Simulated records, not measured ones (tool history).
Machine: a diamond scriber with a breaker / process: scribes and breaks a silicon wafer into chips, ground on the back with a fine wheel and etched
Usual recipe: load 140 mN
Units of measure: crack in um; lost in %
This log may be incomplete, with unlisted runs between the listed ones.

run	hour	load	incoming depth of the damage left on the back of the incoming wafer, um	crack	lost
1	0	160	0.75	12.66	4.33
2	22.6	160	0.5	12.76	4.61
3	53.6	160	0.64	12.67	5
4	143.5	165	0.36	12.92	4.55
5	165	165	0.52	12.7	4.8
6	196.3	165	0.69	12.61	4.64
7	216.8	140	0.58	11.07	14.86
8	244.5	140	0.32	11.21	15.75
# hour 291.1: load on the tip recalibrated
# hour 298.6: diamond tip replaced by a new one
9	316.6	140	0.59	14.53	1.61
10	336.6	131	0.67	13.05	3.2
11	353.5	131	0.33	13.02	3.46
12	367.7	131	0.62	13.67	3.89
13	391	140	0.62	13.99	2.27
14	422.1	140	0.42	13.62	2.29
15	456.3	115	0.33	11.18	12.55
16	469.3	103	0.37	10.27	23.16
17	490.8	161	0.66	14.9	1.69
18	512	172	0.59	15.66	2.04
19	546.3	112	0.4	10.95	18.73
20	565.5	178	0.42	16.22	2.33
21	582.7	158	0.61	14.36	1.53
22	617.7	165	0.77	14.86	1.54
23	630.8	140	0.63	12.45	5.08
24	652.8	117	0.48	10.72	15.19
25	668.4	140	0.49	12.6	5.18
26	690.3	123	0.32	11.52	12.87

5 ways to go on from here, each from the tool as it stands after run 26. What would each give?
A	691	140	0.48	?	?
B	691	108	0.48	?	?
C	691	119	0.48	?	?
D	691	152	0.48	?	?
E	691	114	0.48	?	?

run	crack	lost
A	12.87	5.38
B	10.24	23.25
C	11.18	15.1
D	13.79	2.64
E	10.76	18.52
What these runs would have given with no unlogged condition in the tool:
run	crack	lost
A	15.04	1.39
B	11.96	9.82
C	13.06	4.69
D	16.11	2.19
E	12.57	6.67

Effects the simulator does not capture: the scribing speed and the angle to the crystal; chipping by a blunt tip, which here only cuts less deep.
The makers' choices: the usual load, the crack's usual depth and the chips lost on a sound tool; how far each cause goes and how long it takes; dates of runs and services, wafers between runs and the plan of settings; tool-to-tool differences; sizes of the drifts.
